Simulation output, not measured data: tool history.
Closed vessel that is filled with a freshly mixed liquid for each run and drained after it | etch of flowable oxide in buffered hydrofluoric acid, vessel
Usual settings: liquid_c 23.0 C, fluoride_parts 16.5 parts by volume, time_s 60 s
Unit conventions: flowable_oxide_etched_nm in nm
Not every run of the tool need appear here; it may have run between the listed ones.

run    hour  liquid_c  fluoride_parts  time_s  wafers since the last listed run  hours since the thermometer was replaced  hours since the hydrofluoric acid flow meter was replaced  hours since the gauge calibration  read-back film thickness of the flowable oxide reference wafer, read on the same gauge (nm)  flowable_oxide_etched_nm
  1     0.0      25.5            16.5      60                                 0                                     230.2                                                     1300.1                               73.6                                                                                        70.01                     74.64
  2    83.0      25.5            16.5      60                              8323                                     313.2                                                     1383.1                              156.6                                                                                        70.00                     74.99
  3   134.5      23.0            16.5      60                              5164                                     364.7                                                     1434.6                              208.1                                                                                        70.01                     65.54
  4   179.0      23.0            16.5      60                              4462                                     409.2                                                     1479.1                              252.6                                                                                        69.99                     65.49
  5   246.1      23.0            16.5      60                              6729                                     476.3                                                     1546.2                              319.7                                                                                        70.00                     65.32
  6   293.7      20.5            16.5      60                              4773                                     523.9                                                     1593.8                              367.3                                                                                        70.01                     57.12
  7   400.7      20.5            16.5      60                             10730                                     630.9                                                     1700.8                              474.3                                                                                        70.03                     57.21
  8   442.1      20.5            16.5      60                              4151                                     672.3                                                     1742.2                              515.7                                                                                        70.02                     57.48
  9   490.3      23.0            16.5      60                              4833                                     720.5                                                     1790.4                              563.9                                                                                        70.00                     65.78
 10   546.1      23.0            16.5      60                              5595                                     776.3                                                     1846.2                              619.7                                                                                        70.00                     65.92
 11   639.9      23.0            16.5      60                              9406                                     870.1                                                     1940.0                              713.5                                                                                        69.99                     65.97
 12   701.2      23.0            16.5      60                              6147                                     931.4                                                     2001.3                              774.8                                                                                        70.00                     66.00
 13   802.3      23.0            16.5      60                             10138                                    1032.5                                                     2102.4                              875.9                                                                                        70.02                     65.93
 14   869.4      27.5            12.5      40                              6729                                    1099.6                                                     2169.5                              943.0                                                                                        70.00                     73.54
      885.2  -- gauge calibrated
 15   918.6      27.5            16.5      60                              4934                                    1148.8                                                     2218.7                               33.4                                                                                        70.02                     85.10
 16   985.8      24.5            15.0      60                              6739                                    1216.0                                                     2285.9                              100.6                                                                                        70.01                     79.47
 17  1034.5      23.0            16.5      60                              4883                                    1264.7                                                     2334.6                              149.3                                                                                        69.98                     66.39
     1050.4  -- thermometer replaced
 18  1129.3      27.5            12.0      60                              9406                                      78.9                                                     2429.4                              244.1                                                                                        70.02                    112.45
     1161.1  -- hydrofluoric acid flow meter replaced
 19  1205.7      25.5            11.0      30                              7561                                     155.3                                                       44.6                              320.5                                                                                        69.99                     55.32
 20  1300.0      23.0            16.5      60                              9456                                     249.6                                                      138.9                              414.8                                                                                        70.00                     65.03
 21  1373.0      25.5            13.5      80                              7320                                     322.6                                                      211.9                              487.8                                                                                        69.99                    120.61
 22  1417.1      23.0            10.0      60                              4422                                     366.7                                                      256.0                              531.9                                                                                        69.99                    106.52
 23  1509.6      23.0            16.5      60                              9276                                     459.2                                                      348.5                              624.4                                                                                        70.03                     65.28
 24  1570.0      23.0            16.5      90                              6057                                     519.6                                                      408.9                              684.8                                                                                        69.99                     98.05
 25  1676.1      23.0            16.5      60                             10640                                     625.7                                                      515.0                              790.9                                                                                        70.02                     65.33
     1681.1  -- gauge calibrated
 26  1726.2      23.0            16.5      60                              5024                                     675.8                                                      565.1                               45.1                                                                                        70.00                     65.20

Here are 3 independent what-if runs from the current tool condition. What would each one return?
  A  1726.9      23.0            20.0      60                                70                                     676.5                                                      565.8                               45.8                                                                                            ?                         ?
  B  1726.9      27.0            16.5      45                                70                                     676.5                                                      565.8                               45.8                                                                                            ?                         ?
  C  1726.9      23.0            22.5      80                                70                                     676.5                                                      565.8                               45.8                                                                                            ?                         ?

run  read-back film thickness of the flowable oxide reference wafer, read on the same gauge (nm)  flowable_oxide_etched_nm
  A                                                                                        70.01                     54.53
  B                                                                                        70.01                     61.41
  C                                                                                        70.01                     67.04
What these runs would have given with no unlogged condition in the tool:
run  flowable_oxide_etched_nm
  A                     53.75
  B                     60.56
  C                     66.09

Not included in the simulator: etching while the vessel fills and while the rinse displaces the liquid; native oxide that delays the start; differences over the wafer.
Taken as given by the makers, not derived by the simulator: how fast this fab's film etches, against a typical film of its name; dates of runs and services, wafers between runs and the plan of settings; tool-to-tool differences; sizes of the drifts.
